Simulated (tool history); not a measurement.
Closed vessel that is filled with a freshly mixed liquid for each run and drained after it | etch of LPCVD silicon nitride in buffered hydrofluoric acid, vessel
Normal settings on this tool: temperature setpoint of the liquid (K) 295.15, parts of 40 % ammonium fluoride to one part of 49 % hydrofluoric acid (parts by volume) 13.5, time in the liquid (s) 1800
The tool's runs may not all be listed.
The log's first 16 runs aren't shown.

run,hour,temperature setpoint of the liquid (K),parts of 40 % ammonium fluoride to one part of 49 % hydrofluoric acid (parts by volume),time in the liquid (s),wafers since the last listed run,hours since the thermometer was replaced,hours since the hydrofluoric acid flow meter was replaced,hours since the gauge calibration,"read-back film thickness of the LPCVD silicon nitride reference wafer, read on the same gauge (nm)",thickness taken off the LPCVD silicon nitride on a monitor wafer (Å)
17,1141.9,299.15,19.0,2435,2890,137.0,797.2,1391.8,109.99,235.8
# hour 1208.5: hydrofluoric acid flow meter replaced
18,1212.6,295.15,13.5,1800,2763,207.7,4.1,1462.5,110.03,197.9
19,1293.8,295.15,19.0,2280,3219,288.9,85.3,1543.7,110.03,178.1
20,1351.3,295.15,13.5,2725,2280,346.4,142.8,1601.2,110.00,299.1
21,1426.3,291.65,8.5,935,2974,421.4,217.8,1676.2,110.00,129.0
22,1491.2,290.65,16.0,2270,2573,486.3,282.7,1741.1,109.99,162.7
# hour 1560.5: gauge calibrated
23,1561.8,295.15,11.0,2070,2799,556.9,353.3,1.3,109.98,276.0
24,1601.1,295.15,17.0,1115,1558,596.2,392.6,40.6,110.01,97.3
# hour 1608.3: thermometer replaced
25,1643.3,292.65,9.0,860,1633,35.0,434.8,82.8,109.98,116.5
26,1746.9,295.15,9.0,1800,4108,138.6,538.4,186.4,110.00,281.0
27,1801.8,295.15,13.5,1800,2177,193.5,593.3,241.3,110.00,194.9
28,1874.0,296.65,17.5,1800,2863,265.7,665.5,313.5,110.02,165.2
29,1952.1,292.65,13.5,850,3097,343.8,743.6,391.6,109.99,80.2
30,2050.5,295.15,17.5,2870,3902,442.2,842.0,490.0,110.00,240.0
# hour 2054.1: hydrofluoric acid flow meter replaced
31,2093.2,295.15,18.5,1300,1653,484.9,39.1,532.7,110.01,104.2

Each row is a separate what-if for the run after 31, all from the same tool condition, not one after another. Results?
A,2094.4,295.15,13.5,1005,47,486.1,40.3,533.9,?,?
B,2094.4,291.15,13.5,2680,47,486.1,40.3,533.9,?,?
C,2094.4,297.15,10.5,2080,47,486.1,40.3,533.9,?,?
D,2094.4,298.65,10.5,1800,47,486.1,40.3,533.9,?,?
E,2094.4,295.15,13.5,1400,47,486.1,40.3,533.9,?,?

run,"read-back film thickness of the LPCVD silicon nitride reference wafer, read on the same gauge (nm)",thickness taken off the LPCVD silicon nitride on a monitor wafer (Å)
A,109.99,109.2
B,109.99,232.8
C,109.99,322.6
D,109.99,302.9
E,109.99,152.2
The same runs, with their run-to-run variation unchanged, on a tool lacking any hidden condition would have given:
run,thickness taken off the LPCVD silicon nitride on a monitor wafer (Å)
A,109.2
B,232.8
C,322.6
D,302.9
E,152.2

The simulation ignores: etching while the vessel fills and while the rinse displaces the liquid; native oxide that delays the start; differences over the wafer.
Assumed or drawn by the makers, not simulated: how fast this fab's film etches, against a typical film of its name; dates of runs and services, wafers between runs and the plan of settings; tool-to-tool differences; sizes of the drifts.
